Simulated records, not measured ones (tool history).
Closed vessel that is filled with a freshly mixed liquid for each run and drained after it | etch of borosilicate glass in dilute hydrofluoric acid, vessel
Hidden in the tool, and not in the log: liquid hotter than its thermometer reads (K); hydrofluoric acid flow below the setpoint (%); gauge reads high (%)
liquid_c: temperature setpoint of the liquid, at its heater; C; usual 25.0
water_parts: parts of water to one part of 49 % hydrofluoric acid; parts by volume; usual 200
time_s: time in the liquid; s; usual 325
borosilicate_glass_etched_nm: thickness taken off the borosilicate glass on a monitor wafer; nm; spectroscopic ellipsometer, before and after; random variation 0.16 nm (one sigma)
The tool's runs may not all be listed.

run	hour	liquid_c	water_parts	time_s	wafers since the last listed run	hours since the thermometer was replaced	hours since the hydrofluoric acid flow meter was replaced	hours since the gauge calibration	read-back film thickness of the borosilicate glass reference wafer, read on the same gauge (nm)	borosilicate_glass_etched_nm
1	0.0	25.0	200	325	0	788.6	1148.5	193.2	129.98	43.41
2	12.7	25.0	200	365	1249	801.3	1161.2	205.9	130.00	49.20
3	23.5	25.0	200	325	1062	812.1	1172.0	216.7	129.99	43.61
4	29.7	25.0	200	325	610	818.3	1178.2	222.9	130.02	43.38
5	37.9	25.0	200	325	806	826.5	1186.4	231.1	129.99	43.37
6	52.6	25.0	200	325	1446	841.2	1201.1	245.8	130.01	43.29
7	65.6	25.0	200	325	1279	854.2	1214.1	258.8	130.02	43.59
8	73.7	21.0	200	400	796	862.3	1222.2	266.9	129.99	46.29
9	91.3	21.0	200	400	1731	879.9	1239.8	284.5	129.99	46.21
10	100.4	21.0	200	400	895	889.0	1248.9	293.6	129.98	46.43
11	113.3	22.0	200	325	1269	901.9	1261.8	306.5	129.99	38.95
# hour 131.7: hydrofluoric acid flow meter replaced
12	150.6	22.0	200	325	3571	939.2	18.9	343.8	129.99	41.15
13	160.4	22.0	200	325	964	949.0	28.7	353.6	130.00	41.14
14	176.4	25.0	200	325	1574	965.0	44.7	369.6	129.99	46.03
15	190.4	25.0	200	325	1377	979.0	58.7	383.6	130.00	46.09
16	197.1	25.0	200	325	659	985.7	65.4	390.3	130.00	45.80
# hour 199.4: thermometer replaced
# hour 205.8: gauge calibrated
17	211.3	27.5	200	325	1298	11.9	79.6	5.5	130.00	46.14
18	223.1	26.5	105	325	1161	23.7	91.4	17.3	129.97	94.19
19	238.1	25.0	290	325	1475	38.7	106.4	32.3	129.99	26.22
20	246.2	27.0	105	500	796	46.8	114.5	40.4	130.01	149.16
21	257.0	25.0	200	325	1062	57.6	125.3	51.2	130.01	41.69
22	266.4	20.5	110	405	924	67.0	134.7	60.6	129.99	88.06
23	277.4	22.5	285	425	1082	78.0	145.7	71.6	130.01	32.55
24	289.5	25.0	250	325	1190	90.1	157.8	83.7	129.99	31.89
25	295.6	28.0	105	215	600	96.2	163.9	89.8	130.00	66.68
26	306.6	20.0	200	325	1082	107.2	174.9	100.8	130.01	34.91
27	323.8	25.0	200	325	1692	124.4	192.1	118.0	130.02	41.95
28	340.0	21.0	200	415	1593	140.6	208.3	134.2	130.00	46.30
29	355.2	22.0	295	200	1495	155.8	223.5	149.4	130.02	14.29
30	370.8	21.0	200	415	1534	171.4	239.1	165.0	130.00	46.38
31	386.2	25.0	200	325	1515	186.8	254.5	180.4	129.99	42.02
32	402.6	25.0	170	225	1613	203.2	270.9	196.8	130.01	35.40

The tool's hidden state at each run:
gauge reads high (%): 0 in every run
H1: liquid hotter than its thermometer reads (K)
H2: hydrofluoric acid flow below the setpoint (%)
run	H1	H2
1	2.11	4.8
2	2.13	4.85
3	2.16	4.89
4	2.17	4.92
5	2.19	4.95
6	2.22	5.02
7	2.25	5.07
8	2.27	5.1
9	2.31	5.18
10	2.33	5.21
11	2.36	5.27
12	2.45	1.41
13	2.47	1.45
14	2.5	1.51
15	2.54	1.57
16	2.55	1.6
17	0.0405	1.66
18	0.0671	1.71
19	0.101	1.77
20	0.119	1.8
21	0.144	1.85
22	0.165	1.89
23	0.19	1.93
24	0.217	1.98
25	0.231	2.01
26	0.256	2.05
27	0.295	2.13
28	0.331	2.19
29	0.366	2.26
30	0.401	2.32
31	0.436	2.38
32	0.473	2.45
